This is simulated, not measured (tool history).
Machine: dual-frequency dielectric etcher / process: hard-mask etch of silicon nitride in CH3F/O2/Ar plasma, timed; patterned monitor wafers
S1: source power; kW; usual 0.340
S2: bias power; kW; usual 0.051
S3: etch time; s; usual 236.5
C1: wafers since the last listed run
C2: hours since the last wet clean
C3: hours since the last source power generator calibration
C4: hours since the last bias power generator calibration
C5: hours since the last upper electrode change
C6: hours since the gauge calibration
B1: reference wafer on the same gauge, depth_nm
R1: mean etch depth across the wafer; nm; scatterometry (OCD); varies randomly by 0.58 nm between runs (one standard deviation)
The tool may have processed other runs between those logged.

{"run": 1, "hour": 0.0, "S1": 0.34, "S2": 0.051, "S3": 236.5, "C1": 0, "C2": 64.3, "C3": 4311.8, "C4": 1216.4, "C5": 3953.2, "C6": 50.7, "B1": 128.6, "R1": 138.3}
{"run": 2, "hour": 16.5, "S1": 0.34, "S2": 0.051, "S3": 236.5, "C1": 89, "C2": 80.8, "C3": 4328.3, "C4": 1232.9, "C5": 3969.7, "C6": 67.2, "B1": 128.9, "R1": 137.9}
{"run": 3, "hour": 36.0, "S1": 0.34, "S2": 0.051, "S3": 236.5, "C1": 105, "C2": 100.3, "C3": 4347.8, "C4": 1252.4, "C5": 3989.2, "C6": 86.7, "B1": 129.0, "R1": 137.3}
{"run": 4, "hour": 49.9, "S1": 0.36, "S2": 0.051, "S3": 292.0, "C1": 75, "C2": 114.2, "C3": 4361.7, "C4": 1266.3, "C5": 4003.1, "C6": 100.6, "B1": 129.0, "R1": 173.8}
{"run": 5, "hour": 77.9, "S1": 0.36, "S2": 0.051, "S3": 292.0, "C1": 151, "C2": 142.2, "C3": 4389.7, "C4": 1294.3, "C5": 4031.1, "C6": 128.6, "B1": 129.2, "R1": 173.1}
{"run": 6, "hour": 104.4, "S1": 0.36, "S2": 0.051, "S3": 292.0, "C1": 143, "C2": 168.7, "C3": 4416.2, "C4": 1320.8, "C5": 4057.6, "C6": 155.1, "B1": 129.5, "R1": 175.5}
{"run": 7, "hour": 127.0, "S1": 0.28, "S2": 0.043, "S3": 236.5, "C1": 122, "C2": 191.3, "C3": 4438.8, "C4": 1343.4, "C5": 4080.2, "C6": 177.7, "B1": 129.6, "R1": 121.7}
{"run": 8, "hour": 161.7, "S1": 0.34, "S2": 0.051, "S3": 273.0, "C1": 187, "C2": 226.0, "C3": 4473.5, "C4": 1378.1, "C5": 4114.9, "C6": 212.4, "B1": 129.9, "R1": 161.1}
{"run": 9, "hour": 191.0, "S1": 0.41, "S2": 0.062, "S3": 261.5, "C1": 158, "C2": 255.3, "C3": 4502.8, "C4": 1407.4, "C5": 4144.2, "C6": 241.7, "B1": 130.0, "R1": 180.3}
{"run": 10, "hour": 211.1, "S1": 0.31, "S2": 0.044, "S3": 269.0, "C1": 108, "C2": 275.4, "C3": 4522.9, "C4": 1427.5, "C5": 4164.3, "C6": 261.8, "B1": 130.4, "R1": 145.3}
{"run": 11, "hour": 227.0, "S1": 0.42, "S2": 0.054, "S3": 206.5, "C1": 85, "C2": 291.3, "C3": 4538.8, "C4": 1443.4, "C5": 4180.2, "C6": 277.7, "B1": 130.4, "R1": 133.1}
{"run": 12, "hour": 242.9, "S1": 0.34, "S2": 0.051, "S3": 236.5, "C1": 85, "C2": 307.2, "C3": 4554.7, "C4": 1459.3, "C5": 4196.1, "C6": 293.6, "B1": 130.4, "R1": 141.1}
{"run": 13, "hour": 268.9, "S1": 0.34, "S2": 0.051, "S3": 236.5, "C1": 140, "C2": 333.2, "C3": 4580.7, "C4": 1485.3, "C5": 4222.1, "C6": 319.6, "B1": 130.7, "R1": 140.3}
{"hour": 281.9, "done": "bias power generator calibrated"}
{"run": 14, "hour": 293.2, "S1": 0.4, "S2": 0.051, "S3": 236.5, "C1": 109, "C2": 357.5, "C3": 4605.0, "C4": 11.3, "C5": 4246.4, "C6": 343.9, "B1": 130.7, "R1": 147.6}
{"run": 15, "hour": 326.7, "S1": 0.36, "S2": 0.051, "S3": 292.0, "C1": 180, "C2": 391.0, "C3": 4638.5, "C4": 44.8, "C5": 4279.9, "C6": 377.4, "B1": 130.7, "R1": 175.9}
{"run": 16, "hour": 342.3, "S1": 0.34, "S2": 0.051, "S3": 236.5, "C1": 84, "C2": 406.6, "C3": 4654.1, "C4": 60.4, "C5": 4295.5, "C6": 393.0, "B1": 130.9, "R1": 139.7}
{"run": 17, "hour": 356.5, "S1": 0.34, "S2": 0.043, "S3": 236.5, "C1": 76, "C2": 420.8, "C3": 4668.3, "C4": 74.6, "C5": 4309.7, "C6": 407.2, "B1": 130.9, "R1": 128.2}
{"hour": 387.6, "done": "wet clean of the chamber"}
{"run": 18, "hour": 388.1, "S1": 0.28, "S2": 0.041, "S3": 236.5, "C1": 41, "C2": 0.5, "C3": 4699.9, "C4": 106.2, "C5": 4341.3, "C6": 438.8, "B1": 130.9, "R1": 120.3}
{"run": 19, "hour": 410.1, "S1": 0.31, "S2": 0.056, "S3": 216.0, "C1": 118, "C2": 22.5, "C3": 4721.9, "C4": 128.2, "C5": 4363.3, "C6": 460.8, "B1": 131.2, "R1": 131.4}
{"run": 20, "hour": 435.1, "S1": 0.34, "S2": 0.058, "S3": 257.5, "C1": 135, "C2": 47.5, "C3": 4746.9, "C4": 153.2, "C5": 4388.3, "C6": 485.8, "B1": 131.3, "R1": 164.5}
{"hour": 462.9, "done": "upper electrode replaced"}
{"hour": 467.8, "done": "source power generator calibrated"}
{"run": 21, "hour": 468.5, "S1": 0.34, "S2": 0.038, "S3": 236.5, "C1": 29, "C2": 80.9, "C3": 0.7, "C4": 186.6, "C5": 5.6, "C6": 519.2, "B1": 131.2, "R1": 122.0}
{"run": 22, "hour": 480.8, "S1": 0.34, "S2": 0.051, "S3": 206.0, "C1": 66, "C2": 93.2, "C3": 13.0, "C4": 198.9, "C5": 17.9, "C6": 531.5, "B1": 131.3, "R1": 122.8}
{"run": 23, "hour": 505.3, "S1": 0.34, "S2": 0.039, "S3": 294.0, "C1": 132, "C2": 117.7, "C3": 37.5, "C4": 223.4, "C5": 42.4, "C6": 556.0, "B1": 131.4, "R1": 151.6}
{"run": 24, "hour": 539.1, "S1": 0.42, "S2": 0.04, "S3": 236.5, "C1": 182, "C2": 151.5, "C3": 71.3, "C4": 257.2, "C5": 76.2, "C6": 589.8, "B1": 131.2, "R1": 131.9}
{"run": 25, "hour": 556.7, "S1": 0.34, "S2": 0.051, "S3": 236.5, "C1": 95, "C2": 169.1, "C3": 88.9, "C4": 274.8, "C5": 93.8, "C6": 607.4, "B1": 131.4, "R1": 141.2}
{"run": 26, "hour": 588.3, "S1": 0.27, "S2": 0.04, "S3": 236.5, "C1": 170, "C2": 200.7, "C3": 120.5, "C4": 306.4, "C5": 125.4, "C6": 639.0, "B1": 131.5, "R1": 116.9}
{"run": 27, "hour": 616.3, "S1": 0.34, "S2": 0.042, "S3": 204.5, "C1": 151, "C2": 228.7, "C3": 148.5, "C4": 334.4, "C5": 153.4, "C6": 667.0, "B1": 131.6, "R1": 110.9}
{"run": 28, "hour": 639.3, "S1": 0.4, "S2": 0.06, "S3": 213.0, "C1": 124, "C2": 251.7, "C3": 171.5, "C4": 357.4, "C5": 176.4, "C6": 690.0, "B1": 131.5, "R1": 143.9}
{"run": 29, "hour": 745.4, "S1": 0.34, "S2": 0.051, "S3": 258.5, "C1": 572, "C2": 357.8, "C3": 277.6, "C4": 463.5, "C5": 282.5, "C6": 796.1, "B1": 131.5, "R1": 154.8}

Below are 5 alternative next runs, each starting from the tool's condition after run 29. Predict each:
{"run": "A", "hour": 745.9, "S1": 0.34, "S2": 0.045, "S3": 236.5, "C1": 2, "C2": 358.3, "C3": 278.1, "C4": 464.0, "C5": 283.0, "C6": 796.6, "B1": "?", "R1": "?"}
{"run": "B", "hour": 745.9, "S1": 0.3, "S2": 0.056, "S3": 191.0, "C1": 2, "C2": 358.3, "C3": 278.1, "C4": 464.0, "C5": 283.0, "C6": 796.6, "B1": "?", "R1": "?"}
{"run": "C", "hour": 745.9, "S1": 0.34, "S2": 0.051, "S3": 289.0, "C1": 2, "C2": 358.3, "C3": 278.1, "C4": 464.0, "C5": 283.0, "C6": 796.6, "B1": "?", "R1": "?"}
{"run": "D", "hour": 745.9, "S1": 0.42, "S2": 0.044, "S3": 274.0, "C1": 2, "C2": 358.3, "C3": 278.1, "C4": 464.0, "C5": 283.0, "C6": 796.6, "B1": "?", "R1": "?"}
{"run": "E", "hour": 745.9, "S1": 0.41, "S2": 0.042, "S3": 236.5, "C1": 2, "C2": 358.3, "C3": 278.1, "C4": 464.0, "C5": 283.0, "C6": 796.6, "B1": "?", "R1": "?"}

run=A B1=131.6 R1=131.8
run=B B1=131.6 R1=115.2
run=C B1=131.6 R1=171.8
run=D B1=131.6 R1=160.2
run=E B1=131.6 R1=134.0
Stripped of hidden state, with their random variation kept, the same runs would have yielded:
run=A R1=128.2
run=B R1=112.1
run=C R1=167.0
run=D R1=155.7
run=E R1=130.3
